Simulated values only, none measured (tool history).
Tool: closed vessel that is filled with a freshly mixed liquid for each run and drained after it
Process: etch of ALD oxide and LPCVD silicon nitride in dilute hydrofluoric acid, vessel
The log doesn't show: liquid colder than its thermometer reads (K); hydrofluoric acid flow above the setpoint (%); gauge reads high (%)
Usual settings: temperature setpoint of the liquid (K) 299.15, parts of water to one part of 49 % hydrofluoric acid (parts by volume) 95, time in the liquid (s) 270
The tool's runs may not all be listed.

run    hour  temperature setpoint of the liquid (K)  parts of water to one part of 49 % hydrofluoric acid (parts by volume)  time in the liquid (s)  wafers since the last listed run  hours since the thermometer was replaced  hours since the hydrofluoric acid flow meter was replaced  hours since the gauge calibration  read-back film thickness of the ALD oxide reference wafer, read on the same gauge (nm)  read-back film thickness of the LPCVD silicon nitride reference wafer, read on the same gauge (nm)  thickness taken off the ALD oxide on a monitor wafer (Å)  thickness taken off the LPCVD silicon nitride on a monitor wafer (Å)
  1     0.0                                  299.15                                                                      95                     270                                 0                                     432.2                                                      550.2                              191.7                                                                                   29.97                                                                                              79.990                                                     548.3                                                                 14.68
  2    39.3                                  299.15                                                                      95                     270                              4419                                     471.5                                                      589.5                              231.0                                                                                   30.05                                                                                              80.018                                                     542.3                                                                 14.57
  3    93.1                                  299.15                                                                      95                     270                              6050                                     525.3                                                      643.3                              284.8                                                                                   30.03                                                                                              80.007                                                     535.2                                                                 14.54
  4   160.5                                  301.65                                                                      95                     270                              7580                                     592.7                                                      710.7                              352.2                                                                                   29.99                                                                                              79.978                                                     601.3                                                                 16.44
      220.5  -- thermometer replaced
  5   224.9                                  301.65                                                                      95                     270                              7130                                       4.4                                                      775.1                              416.6                                                                                   30.00                                                                                              80.017                                                     635.8                                                                 18.83
  6   294.7                                  301.65                                                                      95                     270                              7849                                      74.2                                                      844.9                              486.4                                                                                   29.98                                                                                              80.004                                                     630.7                                                                 18.98
  7   335.1                                  299.15                                                                      95                     270                              4543                                     114.6                                                      885.3                              526.8                                                                                   30.01                                                                                              79.981                                                     572.7                                                                 15.82
  8   379.7                                  299.15                                                                      95                     270                              5015                                     159.2                                                      929.9                              571.4                                                                                   30.02                                                                                              80.006                                                     567.2                                                                 15.29
  9   407.2                                  299.15                                                                      95                     270                              3092                                     186.7                                                      957.4                              598.9                                                                                   29.98                                                                                              80.049                                                     565.5                                                                 15.37
 10   500.1                                  299.15                                                                      70                     270                             10447                                     279.6                                                     1050.3                              691.8                                                                                   29.96                                                                                              80.024                                                     796.4                                                                 20.38
 11   546.4                                  299.15                                                                      95                     270                              5207                                     325.9                                                     1096.6                              738.1                                                                                   29.99                                                                                              80.022                                                     566.7                                                                 15.25
 12   572.3                                  299.15                                                                      95                     270                              2912                                     351.8                                                     1122.5                              764.0                                                                                   29.98                                                                                              80.039                                                     562.3                                                                 15.65
 13   631.3                                  299.15                                                                      95                     270                              6635                                     410.8                                                     1181.5                              823.0                                                                                   30.00                                                                                              79.995                                                     560.3                                                                 15.07
      706.4  -- hydrofluoric acid flow meter replaced
 14   726.3                                  297.15                                                                      95                     270                             10571                                     505.8                                                       19.9                              918.0                                                                                   30.00                                                                                              80.018                                                     481.1                                                                 11.97
 15   782.8                                  299.15                                                                      95                     270                              6354                                     562.3                                                       76.4                              974.5                                                                                   29.97                                                                                              79.985                                                     520.0                                                                 13.99
      816.0  -- gauge calibrated
 16   842.2                                  303.65                                                                     120                     220                              6680                                     621.7                                                      135.8                               26.2                                                                                   29.97                                                                                              80.011                                                     383.6                                                                 11.85
 17   881.8                                  299.15                                                                      95                     270                              4453                                     661.3                                                      175.4                               65.8                                                                                   29.95                                                                                              80.027                                                     507.1                                                                 13.39
 18   918.6                                  297.15                                                                      60                     340                              4138                                     698.1                                                      212.2                              102.6                                                                                   30.06                                                                                              79.988                                                     980.1                                                                 23.65
 19   966.2                                  300.65                                                                      95                     150                              5353                                     745.7                                                      259.8                              150.2                                                                                   30.00                                                                                              80.042                                                     300.3                                                                  8.28
      967.5  -- thermometer replaced
 20  1012.3                                  302.15                                                                      95                     205                              5072                                      44.8                                                      305.9                              196.3                                                                                   29.98                                                                                              80.036                                                     485.7                                                                 14.62
 21  1051.0                                  299.15                                                                     140                     270                              4352                                      83.5                                                      344.6                              235.0                                                                                   30.02                                                                                              79.996                                                     361.0                                                                 10.98
 22  1191.1                                  303.15                                                                      95                     270                             15756                                     223.6                                                      484.7                              375.1                                                                                   30.03                                                                                              80.010                                                     652.0                                                                 20.02
 23  1251.4                                  299.15                                                                      95                     270                              6781                                     283.9                                                      545.0                              435.4                                                                                   29.94                                                                                              80.026                                                     562.3                                                                 15.53
 24  1316.4                                  299.15                                                                      95                     270                              7310                                     348.9                                                      610.0                              500.4                                                                                   29.98                                                                                              80.016                                                     553.1                                                                 15.05
 25  1344.0                                  299.15                                                                      95                     270                              3103                                     376.5                                                      637.6                              528.0                                                                                   29.98                                                                                              80.026                                                     544.5                                                                 14.98
 26  1411.6                                  295.65                                                                      60                     270                              7602                                     444.1                                                      705.2                              595.6                                                                                   30.00                                                                                              80.033                                                     771.3                                                                 17.71

Forecast each of these 4 alternatives for the next run:
  A  1412.3                                  299.15                                                                      95                     340                                78                                     444.8                                                      705.9                              596.3                                                                                       ?                                                                                                   ?                                                         ?                                                                     ?
  B  1412.3                                  296.15                                                                     140                     420                                78                                     444.8                                                      705.9                              596.3                                                                                       ?                                                                                                   ?                                                         ?                                                                     ?
  C  1412.3                                  301.15                                                                     115                     145                                78                                     444.8                                                      705.9                              596.3                                                                                       ?                                                                                                   ?                                                         ?                                                                     ?
  D  1412.3                                  303.65                                                                     130                     115                                78                                     444.8                                                      705.9                              596.3                                                                                       ?                                                                                                   ?                                                         ?                                                                     ?

run  read-back film thickness of the ALD oxide reference wafer, read on the same gauge (nm)  read-back film thickness of the LPCVD silicon nitride reference wafer, read on the same gauge (nm)  thickness taken off the ALD oxide on a monitor wafer (Å)  thickness taken off the LPCVD silicon nitride on a monitor wafer (Å)
  A                                                                                   29.95                                                                                              79.972                                                     697.4                                                                 18.81
  B                                                                                   29.95                                                                                              79.972                                                     493.1                                                                 13.01
  C                                                                                   29.95                                                                                              79.972                                                     259.2                                                                  7.56
  D                                                                                   29.95                                                                                              79.972                                                     196.0                                                                  6.21
Without the tool's hidden state the same runs would have given:
run  thickness taken off the ALD oxide on a monitor wafer (Å)  thickness taken off the LPCVD silicon nitride on a monitor wafer (Å)
  A                                                     717.8                                                                 20.21
  B                                                     507.0                                                                 13.99
  C                                                     266.0                                                                  8.10
  D                                                     200.7                                                                  6.64
